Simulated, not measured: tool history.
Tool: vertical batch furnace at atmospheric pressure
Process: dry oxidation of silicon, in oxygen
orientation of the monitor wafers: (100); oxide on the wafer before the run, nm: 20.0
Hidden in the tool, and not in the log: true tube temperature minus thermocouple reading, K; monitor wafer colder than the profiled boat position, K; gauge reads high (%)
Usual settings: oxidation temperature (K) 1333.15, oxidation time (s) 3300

run,hour,oxidation temperature (K),oxidation time (s),wafers since the last listed run,hours since the last temperature calibration,hours since the boat lift was adjusted,hours since the gauge calibration,"read-back reference wafer on the same gauge, thickness",oxide thickness on the monitor wafer (Å)
1,0,1333.15,3300,0,1901.6,2098.4,197.8,71.2,811.6
2,17.8,1333.15,3300,293,1919.4,2116.2,215.6,71.31,811.6
3,33.7,1333.15,3300,262,1935.3,2132.1,231.5,71.06,813.2
4,48.8,1333.15,3960,249,1950.4,2147.2,246.6,71.14,904.6
5,98.8,1325.15,3300,824,2000.4,2197.2,296.6,71.25,759.9
6,107.9,1325.15,3300,150,2009.5,2206.3,305.7,71.28,765.6
7,116.2,1325.15,3300,136,2017.8,2214.6,314,71.19,759.8
8,139.3,1333.15,4590,381,2040.9,2237.7,337.1,71.22,982.7
9,157.7,1333.15,4590,303,2059.3,2256.1,355.5,71.2,984.8
10,167,1333.15,3300,153,2068.6,2265.4,364.8,71.18,808.5
# hour 191.6: thermocouples replaced and temperature profile calibrated
11,192.1,1333.15,3300,18,0.5,2290.5,389.9,71.33,803.7
12,196.7,1320.15,3300,75,5.1,2295.1,394.5,71.24,737.5
13,211.7,1320.15,3300,247,20.1,2310.1,409.5,71.13,739.3
14,221.2,1320.15,3300,156,29.6,2319.6,419,71.21,732.6
# hour 221.3: gauge calibrated
15,268.1,1322.15,2100,773,76.5,2366.5,46.8,71.16,580.8
16,284.9,1322.15,2100,277,93.3,2383.3,63.6,71.2,583.7
17,303.5,1314.15,3300,306,111.9,2401.9,82.2,71.17,703.5
18,312,1324.15,4680,140,120.4,2410.4,90.7,71.26,932.2
19,328,1333.15,2220,263,136.4,2426.4,106.7,71.22,646.6
20,334.8,1333.15,3300,112,143.2,2433.2,113.5,71.26,810.1
21,363.4,1333.15,3300,471,171.8,2461.8,142.1,71.31,804.8
22,370.1,1333.15,3300,110,178.5,2468.5,148.8,71.32,806.3
23,378,1326.15,3300,130,186.4,2476.4,156.7,71.33,770.7
24,392.3,1333.15,1860,235,200.7,2490.7,171,71.04,590.2
25,400.3,1319.15,2760,131,208.7,2498.7,179,71.23,663.4
# hour 435.1: boat lift adjusted
26,435.6,1314.15,2010,186,244,0.5,214.3,71.17,535.7
27,449.6,1346.15,2430,230,258,14.5,228.3,71.31,747.7
28,466.6,1341.15,4950,280,275,31.5,245.3,71.24,1089.4
29,482.6,1353.15,4710,263,291,47.5,261.3,71.09,1158.2
30,499,1333.15,3300,270,307.4,63.9,277.7,71.12,815.1
31,508.6,1321.15,2340,158,317,73.5,287.3,71.12,611
32,520.8,1353.15,2790,201,329.2,85.7,299.5,71.22,849.3
33,534,1333.15,1710,217,342.4,98.9,312.7,71.09,570
34,552.6,1320.15,3300,306,361,117.5,331.3,71.29,739.4
35,568.9,1351.15,4590,268,377.3,133.8,347.6,71.16,1126.2

How the hidden state differs across the entries between the runs, from the last listed run before each to the first after it:
Between runs 10 and 11: thermocouples replaced and temperature profile calibrated (hour 191.6)
  no hidden state differs between the two runs
Between runs 14 and 15: gauge calibrated (hour 221.3)
  no hidden state differs between the two runs
Between runs 25 and 26: boat lift adjusted (hour 435.1)
  no hidden state differs between the two runs
